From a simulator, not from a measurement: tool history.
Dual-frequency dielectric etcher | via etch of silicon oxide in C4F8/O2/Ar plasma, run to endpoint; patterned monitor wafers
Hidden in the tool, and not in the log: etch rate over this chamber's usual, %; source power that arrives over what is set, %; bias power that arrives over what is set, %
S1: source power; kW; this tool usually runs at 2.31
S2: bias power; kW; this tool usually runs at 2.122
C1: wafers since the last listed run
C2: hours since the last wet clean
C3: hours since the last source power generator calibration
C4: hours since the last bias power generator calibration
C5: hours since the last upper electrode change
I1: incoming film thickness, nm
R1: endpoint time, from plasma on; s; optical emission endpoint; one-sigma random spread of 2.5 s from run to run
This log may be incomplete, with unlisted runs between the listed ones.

run	day	S1	S2	C1	C2	C3	C4	C5	I1	R1
1	0	2.31	2.122	0	242.4	3235	4861.8	4411	2016.4	376.5
2	0.646	2.31	1.956	46	257.9	3250.5	4877.3	4426.5	2009.9	392.1
3	2.033	2.31	1.956	100	291.2	3283.8	4910.6	4459.8	2015	392.7
4	2.542	2.31	2.122	36	303.4	3296	4922.8	4472	2026.5	375.4
5	3.721	2.63	1.787	85	331.7	3324.3	4951.1	4500.3	2037	385.8
# day 5.196: wet clean of the chamber
# day 5.617: upper electrode replaced
6	5.638	2.63	1.787	36	10.6	3370.3	4997.1	0.5	2019.2	394.8
7	5.654	2.63	1.787	1	11	3370.7	4997.5	0.9	2026.6	394.2
8	6.325	1.78	2.612	48	27.1	3386.8	5013.6	17	2033.9	401.6
9	7.762	2.81	1.865	104	61.6	3421.3	5048.1	51.5	2022.9	373.8
# day 8.108: bias power generator calibrated
10	8.733	2.31	1.956	58	84.9	3444.6	15	74.8	2017.9	401.7
# day 9.612: source power generator calibrated
11	12.183	2.63	1.787	238	167.7	61.7	97.8	157.6	2005.5	386.7
12	12.729	1.84	1.625	39	180.8	74.8	110.9	170.7	2033.1	484.3
13	13.388	2.13	2.122	47	196.6	90.6	126.7	186.5	2021.4	393.2
14	14.562	2.63	1.787	85	224.8	118.8	154.9	214.7	2020.6	389.5
15	16.046	1.86	2.46	107	260.4	154.4	190.5	250.3	2025.1	388.9

Alternative continuations, all from the tool just after run 15; predict every row:
A	16.067	2.31	2.122	1	260.9	154.9	191	250.8	2037.5	?
B	16.067	2.31	1.814	1	260.9	154.9	191	250.8	2037.5	?
C	16.067	1.85	2.122	1	260.9	154.9	191	250.8	2037.5	?
D	16.067	2.72	2.122	1	260.9	154.9	191	250.8	2037.5	?

run	R1
A	381.3
B	410.4
C	424.3
D	353.4
Without the tool's unlogged condition, the same runs would have read:
run	R1
A	392.4
B	422.3
C	436.6
D	363.6
